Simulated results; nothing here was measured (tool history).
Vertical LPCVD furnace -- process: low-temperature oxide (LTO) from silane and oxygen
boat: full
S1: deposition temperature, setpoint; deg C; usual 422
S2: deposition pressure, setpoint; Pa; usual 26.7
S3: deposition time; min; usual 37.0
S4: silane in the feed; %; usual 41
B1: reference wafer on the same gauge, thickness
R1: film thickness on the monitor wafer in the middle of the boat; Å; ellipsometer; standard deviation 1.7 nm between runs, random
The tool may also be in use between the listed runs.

Run 1, hour 0.0: usual settings but S3 42.5 min, S4 38 %; B1 419.45. Result: R1 4429.2 Å.
Run 2, hour 25.0: usual settings but S3 44.5 min; B1 419.03. Result: R1 5065.4 Å.
Run 3, hour 57.9: usual settings; B1 419.21. Result: R1 4204.8 Å.
Run 4, hour 93.4: usual settings but S2 32.0 Pa; B1 418.90. Result: R1 5003.2 Å.
Run 5, hour 119.5: usual settings but S2 32.0 Pa; B1 420.09. Result: R1 5032.5 Å.
Run 6, hour 157.1: usual settings but S2 32.0 Pa; B1 419.91. Result: R1 5045.9 Å.
Run 7, hour 225.8: usual settings but S2 28.0 Pa; B1 417.70. Result: R1 4411.5 Å.
Run 8, hour 274.3: usual settings but S2 28.0 Pa; B1 419.31. Result: R1 4389.1 Å.
Run 9, hour 319.7: usual settings but S2 28.0 Pa; B1 418.42. Result: R1 4416.7 Å.
Run 10, hour 366.7: usual settings; B1 419.55. Result: R1 4204.6 Å.
Run 11, hour 406.6: usual settings; B1 419.00. Result: R1 4208.1 Å.
At hour 542.0: pressure gauge zeroed.
Run 12, hour 578.7: usual settings; B1 418.56. Result: R1 3980.5 Å.
Run 13, hour 650.3: usual settings; B1 418.51. Result: R1 4023.4 Å.
Run 14, hour 708.0: usual settings; B1 418.19. Result: R1 4036.8 Å.
Run 15, hour 748.0: usual settings; B1 418.76. Result: R1 3994.0 Å.
Run 16, hour 783.8: usual settings but S1 418 deg C, S2 22.0 Pa, S3 32.5 min, S4 33 %; B1 419.29. Result: R1 2149.1 Å.
Run 17, hour 854.8: usual settings but S1 434 deg C, S4 37 %; B1 419.84. Result: R1 4061.4 Å.
At hour 892.8: thermocouples replaced and temperature profile calibrated.
At hour 914.1: silane flow controller replaced.
Run 18, hour 914.6: usual settings but S3 27.5 min, S4 47 %; B1 419.85. Result: R1 3418.2 Å.
Run 19, hour 979.4: usual settings but S3 47.0 min; B1 418.87. Result: R1 5143.7 Å.
Run 20, hour 1032.4: usual settings but S1 429 deg C, S2 20.0 Pa; B1 419.11. Result: R1 3265.9 Å.
Run 21, hour 1065.0: usual settings but S1 416 deg C, S4 36 %; B1 419.00. Result: R1 3285.0 Å.
At hour 1134.3: gauge calibrated.
Run 22, hour 1143.4: usual settings but S1 419 deg C, S4 48 %; B1 419.47. Result: R1 4601.2 Å.
Run 23, hour 1188.7: usual settings but S3 25.5 min; B1 419.05. Result: R1 2817.9 Å.
Run 24, hour 1220.0: usual settings; B1 419.19. Result: R1 4112.9 Å.
Run 25, hour 1286.9: usual settings but S2 29.3 Pa, S3 23.0 min; B1 418.80. Result: R1 2799.0 Å.
Run 26, hour 1347.4: usual settings; B1 419.48. Result: R1 4060.9 Å.
Run 27, hour 1397.5: usual settings but S2 21.3 Pa, S3 26.0 min; B1 418.61. Result: R1 2303.5 Å.
Run 28, hour 1427.3: usual settings; B1 417.82. Result: R1 4109.2 Å.
Run 29, hour 1464.3: usual settings but S1 414 deg C, S2 24.0 Pa; B1 419.31. Result: R1 3409.5 Å.
Run 30, hour 1532.2: usual settings but S2 31.3 Pa, S3 31.0 min, S4 38 %; B1 419.16. Result: R1 3702.4 Å.
Run 31, hour 1584.4: usual settings but S1 431 deg C, S3 48.5 min, S4 47 %; B1 418.99. Result: R1 6674.9 Å.

Forecast each of these 4 alternatives for the next run:
Run A, hour 1588.9: usual settings; B1 ?. Result: R1 ?.
Run B, hour 1588.9: usual settings but S1 411 deg C, S2 23.3 Pa, S4 44 %; B1 ?. Result: R1 ?.
Run C, hour 1588.9: usual settings but S4 34 %; B1 ?. Result: R1 ?.
Run D, hour 1588.9: usual settings but S2 30.0 Pa; B1 ?. Result: R1 ?.

run      B1      R1
  A  419.20  4087.2
  B  419.20  3456.5
  C  419.20  3266.3
  D  419.20  4586.7
With the hidden condition removed and each run's random variation left untouched, the same runs would have given:
run      R1
  A  3996.2
  B  3368.9
  C  3193.6
  D  4495.7
